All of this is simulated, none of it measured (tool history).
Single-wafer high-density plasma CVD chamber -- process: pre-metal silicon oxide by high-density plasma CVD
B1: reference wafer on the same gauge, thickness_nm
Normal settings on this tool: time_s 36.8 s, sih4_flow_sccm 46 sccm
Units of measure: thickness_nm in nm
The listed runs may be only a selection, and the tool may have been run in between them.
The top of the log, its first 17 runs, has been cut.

{"run": 18, "hour": 745.1, "time_s": 36.8, "sih4_flow_sccm": 46, "B1": 170.034, "thickness_nm": 161.529}
{"run": 19, "hour": 787.8, "time_s": 43.1, "sih4_flow_sccm": 52, "B1": 170.022, "thickness_nm": 212.081}
{"hour": 804.7, "done": "gauge calibrated"}
{"run": 20, "hour": 847.7, "time_s": 33.2, "sih4_flow_sccm": 46, "B1": 169.942, "thickness_nm": 144.766}
{"run": 21, "hour": 917.3, "time_s": 36.8, "sih4_flow_sccm": 54, "B1": 170.084, "thickness_nm": 187.332}
{"run": 22, "hour": 951.4, "time_s": 31.0, "sih4_flow_sccm": 37, "B1": 170.009, "thickness_nm": 108.096}
{"run": 23, "hour": 1003.0, "time_s": 36.8, "sih4_flow_sccm": 46, "B1": 170.076, "thickness_nm": 159.038}
{"hour": 1096.3, "done": "silane flow controller replaced"}
{"run": 24, "hour": 1149.3, "time_s": 36.8, "sih4_flow_sccm": 46, "B1": 169.969, "thickness_nm": 173.468}
{"run": 25, "hour": 1293.4, "time_s": 32.4, "sih4_flow_sccm": 50, "B1": 170.005, "thickness_nm": 166.82}
{"run": 26, "hour": 1320.1, "time_s": 33.0, "sih4_flow_sccm": 46, "B1": 169.967, "thickness_nm": 155.838}
{"hour": 1361.0, "done": "silane flow controller replaced, repeated, since the last time left the tool worse"}
{"run": 27, "hour": 1380.5, "time_s": 36.8, "sih4_flow_sccm": 38, "B1": 169.987, "thickness_nm": 135.63}
{"run": 28, "hour": 1442.4, "time_s": 33.6, "sih4_flow_sccm": 38, "B1": 169.952, "thickness_nm": 123.872}
{"run": 29, "hour": 1485.5, "time_s": 29.4, "sih4_flow_sccm": 54, "B1": 170.015, "thickness_nm": 154.077}
{"run": 30, "hour": 1525.3, "time_s": 41.8, "sih4_flow_sccm": 38, "B1": 170.026, "thickness_nm": 154.52}
{"run": 31, "hour": 1568.7, "time_s": 42.6, "sih4_flow_sccm": 41, "B1": 170.001, "thickness_nm": 169.604}
{"run": 32, "hour": 1596.0, "time_s": 33.3, "sih4_flow_sccm": 46, "B1": 169.968, "thickness_nm": 148.754}
{"run": 33, "hour": 1665.4, "time_s": 40.3, "sih4_flow_sccm": 46, "B1": 170.024, "thickness_nm": 180.228}
{"run": 34, "hour": 1719.2, "time_s": 36.8, "sih4_flow_sccm": 42, "B1": 170.031, "thickness_nm": 150.053}

Below are 4 alternative next runs, each starting from the tool's condition after run 34. Predict each:
{"run": "A", "hour": 1719.6, "time_s": 43.0, "sih4_flow_sccm": 46, "B1": "?", "thickness_nm": "?"}
{"run": "B", "hour": 1719.6, "time_s": 42.9, "sih4_flow_sccm": 39, "B1": "?", "thickness_nm": "?"}
{"run": "C", "hour": 1719.6, "time_s": 39.6, "sih4_flow_sccm": 38, "B1": "?", "thickness_nm": "?"}
{"run": "D", "hour": 1719.6, "time_s": 32.3, "sih4_flow_sccm": 38, "B1": "?", "thickness_nm": "?"}

run=A B1=169.945 thickness_nm=191.871
run=B B1=169.945 thickness_nm=162.295
run=C B1=169.945 thickness_nm=145.969
run=D B1=169.945 thickness_nm=119.061
Without the tool's hidden state the same runs would have given:
run=A thickness_nm=192.032
run=B thickness_nm=162.431
run=C thickness_nm=146.092
run=D thickness_nm=119.161
